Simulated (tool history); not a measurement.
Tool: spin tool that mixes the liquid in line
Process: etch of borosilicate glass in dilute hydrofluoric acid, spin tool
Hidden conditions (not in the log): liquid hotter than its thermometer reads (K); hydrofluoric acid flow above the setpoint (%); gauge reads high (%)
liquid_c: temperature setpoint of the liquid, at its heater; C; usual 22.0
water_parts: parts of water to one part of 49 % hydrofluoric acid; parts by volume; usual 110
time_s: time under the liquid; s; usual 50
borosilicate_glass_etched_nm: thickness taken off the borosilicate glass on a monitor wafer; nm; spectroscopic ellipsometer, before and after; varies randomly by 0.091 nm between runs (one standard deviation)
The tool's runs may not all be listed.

run     day  liquid_c  water_parts  time_s  wafers since the last listed run  hours since the thermometer was replaced  hours since the hydrofluoric acid flow meter was replaced  hours since the gauge calibration  read-back film thickness of the borosilicate glass reference wafer, read on the same gauge (nm)  borosilicate_glass_etched_nm
  1   0.000      22.0          145      75                                 0                                    1475.9                                                     1921.5                              607.9                                                                                           119.97                         18.48
  2   0.946      22.0          110      50                               299                                    1498.6                                                     1944.2                              630.6                                                                                           120.01                         16.86
  3   2.388      22.0          110      50                               456                                    1533.2                                                     1978.8                              665.2                                                                                           120.03                         16.99
  4   2.900      22.0          110      50                               162                                    1545.5                                                     1991.1                              677.5                                                                                           119.98                         16.87
  5   6.925      22.0          110      50                              1275                                    1642.1                                                     2087.7                              774.1                                                                                           120.01                         16.84
  6   7.971      22.0          110      50                               331                                    1667.2                                                     2112.8                              799.2                                                                                           119.97                         17.00
  7   9.121      22.0          110      50                               364                                    1694.8                                                     2140.4                              826.8                                                                                           120.01                         16.98
  8  10.050      22.0          110      50                               294                                    1717.1                                                     2162.7                              849.1                                                                                           119.98                         16.96
  9  11.108      22.0          110      50                               335                                    1742.5                                                     2188.1                              874.5                                                                                           120.02                         17.13
 10  12.296      22.0          110      50                               376                                    1771.0                                                     2216.6                              903.0                                                                                           119.98                         17.11
 11  13.212      22.0          130      25                               290                                    1793.0                                                     2238.6                              925.0                                                                                           119.98                          7.16
 12  13.979      22.0          110      50                               242                                    1811.4                                                     2257.0                              943.4                                                                                           120.00                         17.06
 13  14.804      22.0          110      50                               261                                    1831.2                                                     2276.8                              963.2                                                                                           119.99                         17.17
 14  15.758      22.0          110      50                               302                                    1854.1                                                     2299.7                              986.1                                                                                           120.02                         17.35
     16.988  -- hydrofluoric acid flow meter replaced
 15  17.879      27.0          140      65                               658                                    1905.0                                                       21.4                             1037.0                                                                                           120.01                         18.04
 16  18.621      17.5          135      80                               235                                    1922.8                                                       39.2                             1054.8                                                                                           119.99                         15.85
     18.788  -- thermometer replaced
 17  19.271      23.5           65      70                               192                                      11.6                                                       54.8                             1070.4                                                                                           120.03                         39.97
 18  19.804      22.0          110      50                               169                                      24.4                                                       67.6                             1083.2                                                                                           119.99                         14.89
 19  20.767      22.0          110      50                               305                                      47.5                                                       90.7                             1106.3                                                                                           120.02                         15.28
 20  22.017      22.0          110      50                               396                                      77.5                                                      120.7                             1136.3                                                                                           119.97                         14.93
 21  23.221      19.0           60      35                               381                                     106.4                                                      149.6                             1165.2                                                                                           120.05                         18.37
 22  24.300      20.0           60      50                               341                                     132.3                                                      175.5                             1191.1                                                                                           119.98                         27.11
 23  24.917      22.0          110      50                               195                                     147.1                                                      190.3                             1205.9                                                                                           120.04                         15.11
     26.017  -- gauge calibrated
 24  26.200      25.5          110      50                               406                                     177.9                                                      221.1                                4.4                                                                                           120.05                         17.47
 25  27.638      22.0          110      25                               455                                     212.4                                                      255.6                               38.9                                                                                           120.06                          7.53

Run 26 comes next. What will it give?
 26  28.450      22.0          110      50                               257                                     231.9                                                      275.1                               58.4                                                                                                ?                             ?

{"run 26": {"read-back film thickness of the borosilicate glass reference wafer, read on the same gauge (nm)": 120.01, "borosilicate_glass_etched_nm": 15.06}}
If the tool had no hidden condition, the same run with the same run-to-run variation would have returned borosilicate_glass_etched_nm 14.77 nm.
